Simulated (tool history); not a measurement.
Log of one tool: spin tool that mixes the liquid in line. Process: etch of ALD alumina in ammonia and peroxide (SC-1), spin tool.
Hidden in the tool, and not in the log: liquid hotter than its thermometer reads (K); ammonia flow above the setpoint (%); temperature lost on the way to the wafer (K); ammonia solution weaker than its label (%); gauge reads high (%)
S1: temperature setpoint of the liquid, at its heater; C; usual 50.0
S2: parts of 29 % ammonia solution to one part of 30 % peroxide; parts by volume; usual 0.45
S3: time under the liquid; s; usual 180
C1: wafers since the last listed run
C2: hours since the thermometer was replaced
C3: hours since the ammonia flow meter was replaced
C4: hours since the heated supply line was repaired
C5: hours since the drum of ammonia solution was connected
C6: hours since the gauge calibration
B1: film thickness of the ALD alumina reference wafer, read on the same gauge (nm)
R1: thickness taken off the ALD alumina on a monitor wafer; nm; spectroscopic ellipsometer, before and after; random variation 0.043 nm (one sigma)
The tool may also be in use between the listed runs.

Run 1, day 0.000: usual settings; C1 0; C2 2079.1; C3 2.7; C4 347.6; C5 80.6; C6 219.8; B1 30.04. Result: R1 9.87 nm.
Run 2, day 0.838: usual settings; C1 90; C2 2099.2; C3 22.8; C4 367.7; C5 100.7; C6 239.9; B1 30.01. Result: R1 9.85 nm.
Run 3, day 1.408: usual settings; C1 61; C2 2112.9; C3 36.5; C4 381.4; C5 114.4; C6 253.6; B1 30.00. Result: R1 9.83 nm.
Run 4, day 2.096: usual settings but S1 46.0 C; C1 74; C2 2129.4; C3 53.0; C4 397.9; C5 130.9; C6 270.1; B1 29.99. Result: R1 7.87 nm.
Run 5, day 2.804: usual settings but S1 46.0 C; C1 76; C2 2146.4; C3 70.0; C4 414.9; C5 147.9; C6 287.1; B1 30.01. Result: R1 7.91 nm.
Run 6, day 4.021: usual settings; C1 131; C2 2175.6; C3 99.2; C4 444.1; C5 177.1; C6 316.3; B1 30.04. Result: R1 9.83 nm.
At day 5.121: thermometer replaced.
Run 7, day 5.150: usual settings; C1 117; C2 0.7; C3 126.3; C4 471.2; C5 204.2; C6 343.4; B1 30.00. Result: R1 9.82 nm.
Run 8, day 5.729: usual settings; C1 62; C2 14.6; C3 140.2; C4 485.1; C5 218.1; C6 357.3; B1 30.02. Result: R1 9.77 nm.
Run 9, day 6.988: usual settings but S1 42.5 C, S2 0.30 parts by volume, S3 145 s; C1 135; C2 44.8; C3 170.4; C4 515.3; C5 248.3; C6 387.5; B1 30.07. Result: R1 4.97 nm.
Run 10, day 7.579: usual settings but S1 45.0 C, S2 0.50 parts by volume, S3 140 s; C1 63; C2 59.0; C3 184.6; C4 529.5; C5 262.5; C6 401.7; B1 29.98. Result: R1 5.83 nm.
Run 11, day 8.908: usual settings but S1 54.0 C, S2 0.30 parts by volume; C1 143; C2 90.9; C3 216.5; C4 561.4; C5 294.4; C6 433.6; B1 30.01. Result: R1 11.76 nm.
At day 9.154: gauge calibrated.
Run 12, day 9.962: usual settings; C1 113; C2 116.2; C3 241.8; C4 586.7; C5 319.7; C6 19.4; B1 29.97. Result: R1 9.82 nm.
At day 10.508: new drum of ammonia solution connected.
Run 13, day 10.829: usual settings; C1 88; C2 137.0; C3 262.6; C4 607.5; C5 7.7; C6 40.2; B1 30.00. Result: R1 9.80 nm.
Run 14, day 11.721: usual settings; C1 96; C2 158.4; C3 284.0; C4 628.9; C5 29.1; C6 61.6; B1 29.99. Result: R1 9.72 nm.
Run 15, day 12.738: usual settings but S1 44.5 C, S2 0.25 parts by volume, S3 230 s; C1 109; C2 182.8; C3 308.4; C4 653.3; C5 53.5; C6 86.0; B1 30.00. Result: R1 8.78 nm.
Run 16, day 13.958: usual settings but S2 0.50 parts by volume, S3 85 s; C1 131; C2 212.1; C3 337.7; C4 682.6; C5 82.8; C6 115.3; B1 29.95. Result: R1 4.69 nm.
At day 15.225: heated supply line repaired.
Run 17, day 15.246: usual settings but S1 54.5 C, S2 0.60 parts by volume; C1 134; C2 243.0; C3 368.6; C4 0.5; C5 113.7; C6 146.2; B1 29.99. Result: R1 12.86 nm.
Run 18, day 16.329: usual settings but S1 40.0 C, S2 0.50 parts by volume, S3 275 s; C1 116; C2 269.0; C3 394.6; C4 26.5; C5 139.7; C6 172.2; B1 30.01. Result: R1 8.64 nm.
Run 19, day 17.150: usual settings; C1 88; C2 288.7; C3 414.3; C4 46.2; C5 159.4; C6 191.9; B1 29.97. Result: R1 9.81 nm.
Run 20, day 18.617: usual settings but S1 41.0 C, S3 240 s; C1 158; C2 323.9; C3 449.5; C4 81.4; C5 194.6; C6 227.1; B1 29.97. Result: R1 7.91 nm.
Run 21, day 19.621: usual settings but S2 0.40 parts by volume; C1 108; C2 348.0; C3 473.6; C4 105.5; C5 218.7; C6 251.2; B1 30.00. Result: R1 9.69 nm.
Run 22, day 21.033: usual settings but S2 0.55 parts by volume, S3 95 s; C1 152; C2 381.9; C3 507.5; C4 139.4; C5 252.6; C6 285.1; B1 30.01. Result: R1 5.29 nm.
Run 23, day 22.521: usual settings but S1 56.5 C, S3 235 s; C1 160; C2 417.6; C3 543.2; C4 175.1; C5 288.3; C6 320.8; B1 30.00. Result: R1 18.29 nm.
Run 24, day 23.358: usual settings but S2 0.60 parts by volume, S3 230 s; C1 90; C2 437.7; C3 563.3; C4 195.2; C5 308.4; C6 340.9; B1 30.00. Result: R1 12.96 nm.
Run 25, day 23.896: usual settings but S1 40.5 C, S2 0.60 parts by volume, S3 220 s; C1 57; C2 450.6; C3 576.2; C4 208.1; C5 321.3; C6 353.8; B1 30.00. Result: R1 7.23 nm.

The tool's hidden state at each run:
liquid hotter than its thermometer reads (K): 0 in every run
ammonia flow above the setpoint (%): 0 in every run
temperature lost on the way to the wafer (K): 0 in every run
ammonia solution weaker than its label (%): 0 in every run
gauge reads high (%): 0 in every run
